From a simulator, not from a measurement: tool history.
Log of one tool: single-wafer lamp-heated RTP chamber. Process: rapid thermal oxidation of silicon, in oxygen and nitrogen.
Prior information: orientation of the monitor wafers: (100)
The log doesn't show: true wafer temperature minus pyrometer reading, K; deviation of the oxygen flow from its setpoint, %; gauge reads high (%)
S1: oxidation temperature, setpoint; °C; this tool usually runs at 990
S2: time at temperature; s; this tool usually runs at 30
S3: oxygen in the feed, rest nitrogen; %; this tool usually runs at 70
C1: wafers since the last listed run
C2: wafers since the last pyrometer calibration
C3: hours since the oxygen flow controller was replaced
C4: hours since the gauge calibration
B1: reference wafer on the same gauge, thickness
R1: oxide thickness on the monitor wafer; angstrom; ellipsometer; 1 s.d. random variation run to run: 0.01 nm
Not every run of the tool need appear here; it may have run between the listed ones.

run	hour	S1	S2	S3	C1	C2	C3	C4	B1	R1
1	0	990	30	70	0	3979	3622.4	988.7	3.018	36.64
# hour 34.4: gauge calibrated
2	36	990	30	77	332	4311	3658.4	1.6	3.017	37.86
# hour 87.8: pyrometer window cleaned and pyrometer calibrated
3	103.5	990	30	77	549	145	3725.9	69.1	3.019	37.49
4	166	990	30	70	577	722	3788.4	131.6	3.02	36.36
5	204.2	990	30	70	352	1075	3826.6	169.8	3.025	36.49
6	269.4	990	30	70	602	1678	3891.8	235	3.018	36.31
7	298.4	990	30	59	267	1946	3920.8	264	3.017	34.5
8	342.7	990	30	59	409	2355	3965.1	308.3	3.019	34.67
9	393.6	990	30	70	470	2825	4016	359.2	3.019	36.33
10	434.5	990	30	89	377	3203	4056.9	400.1	3.02	39.5
11	480.6	990	30	89	425	3629	4103	446.2	3.02	39.37
12	520.8	990	30	89	371	4001	4143.2	486.4	3.019	39.49
13	582.3	990	41	70	568	4569	4204.7	547.9	3.022	41.78
14	632.8	990	41	70	466	5035	4255.2	598.4	3.022	41.78
15	665.6	990	30	78	303	5338	4288	631.2	3.019	38.25
# hour 705.6: oxygen flow controller replaced
16	711	990	18	95	345	5684	5.4	676.6	3.02	33.67
# hour 747.3: pyrometer window cleaned and pyrometer calibrated
17	748.6	990	19	56	273	11	43	714.2	3.02	29.26
18	781.3	990	30	70	302	313	75.7	746.9	3.022	36.33
19	822.1	990	30	70	376	690	116.5	787.7	3.022	36.39
20	879.8	1000	38	83	533	1224	174.2	845.4	3.019	45.03
21	1010.9	990	30	90	1211	2435	305.3	976.5	3.018	39.49
# hour 1047.4: gauge calibrated
22	1054.6	981	30	51	403	2839	349	7.2	3.017	31.73
23	1122	990	30	70	622	3461	416.4	74.6	3.02	36.61
24	1184.3	1014	37	57	575	4037	478.7	136.9	3.02	43.95
25	1252.1	999	30	96	626	4663	546.5	204.7	3.024	43.42
26	1319.7	964	36	51	624	5288	614.1	272.3	3.018	31.16
# hour 1329.6: pyrometer window cleaned and pyrometer calibrated
27	1387.6	990	30	70	553	536	682	340.2	3.016	36.25
28	1538.4	990	37	98	1393	1929	832.8	491	3.02	43.92
29	1620	977	38	70	753	2683	914.4	572.6	3.02	36.68

Below, each run's measurement less what the same run would have read without the hidden state. Both values contain the same run-to-run variation, but the gauge's scatter may not be the same in both:
run	R1
1	+0.4
2	+0.5
3	+0.09
4	+0.1
5	+0.11
6	+0.15
7	+0.16
8	+0.2
9	+0.28
10	+0.39
11	+0.46
12	+0.55
13	+0.73
14	+0.85
15	+0.84
16	+0.79
17	+0.06
18	+0.1
19	+0.11
20	+0.18
21	+0.28
22	+0.22
23	+0.4
24	+0.63
25	+0.81
26	+0.56
27	+0.02
28	+0.14
29	+0.19
